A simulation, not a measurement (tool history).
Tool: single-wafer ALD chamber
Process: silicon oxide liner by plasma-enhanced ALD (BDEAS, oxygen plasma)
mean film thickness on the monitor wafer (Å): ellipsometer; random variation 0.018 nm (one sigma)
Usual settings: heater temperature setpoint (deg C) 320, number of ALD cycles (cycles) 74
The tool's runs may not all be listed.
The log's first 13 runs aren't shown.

run,hour,heater temperature setpoint (deg C),number of ALD cycles (cycles),wafers since the last listed run,hours since the last thermocouple change,hours since the gauge calibration,"read-back reference wafer on the same gauge, thickness_nm",mean film thickness on the monitor wafer (Å)
14,324.3,320,74,92,54.8,742.6,7.537,72.49
15,351.2,320,74,123,81.7,769.5,7.545,72.59
16,381.9,320,85,140,112.4,800.2,7.548,83.55
17,409.6,316,87,126,140.1,827.9,7.558,86.38
# hour 419.9: gauge calibrated
18,444,333,60,157,174.5,24.1,7.383,56.47
19,458.9,320,74,68,189.4,39,7.383,71.25
20,482.2,312,83,106,212.7,62.3,7.399,81.11
21,495.5,320,70,60,226,75.6,7.399,67.59
22,564.6,320,67,316,295.1,144.7,7.409,64.87
23,588.6,313,63,110,319.1,168.7,7.423,61.48
24,649.8,320,74,280,380.3,229.9,7.435,71.7
25,662.7,309,74,59,393.2,242.8,7.436,73.01
26,692.2,327,81,135,422.7,272.3,7.441,77.79
27,716.7,310,81,112,447.2,296.8,7.453,79.84
28,745.4,320,85,131,475.9,325.5,7.456,82.84
29,771.6,331,67,120,502.1,351.7,7.474,64.27
30,804.8,314,63,152,535.3,384.9,7.472,61.75
31,832.5,320,63,126,563,412.6,7.479,61.35

Forecast each of these 5 alternatives for the next run:
A,833,320,86,2,563.5,413.1,?,?
B,833,331,74,2,563.5,413.1,?,?
C,833,305,60,2,563.5,413.1,?,?
D,833,328,81,2,563.5,413.1,?,?
E,833,311,74,2,563.5,413.1,?,?

run,"read-back reference wafer on the same gauge, thickness_nm",mean film thickness on the monitor wafer (Å)
A,7.475,83.78
B,7.475,70.79
C,7.475,59.89
D,7.475,77.88
E,7.475,73.15
Without the tool's hidden state the same runs would have given:
run,mean film thickness on the monitor wafer (Å)
A,82.35
B,69.58
C,58.87
D,76.55
E,71.91

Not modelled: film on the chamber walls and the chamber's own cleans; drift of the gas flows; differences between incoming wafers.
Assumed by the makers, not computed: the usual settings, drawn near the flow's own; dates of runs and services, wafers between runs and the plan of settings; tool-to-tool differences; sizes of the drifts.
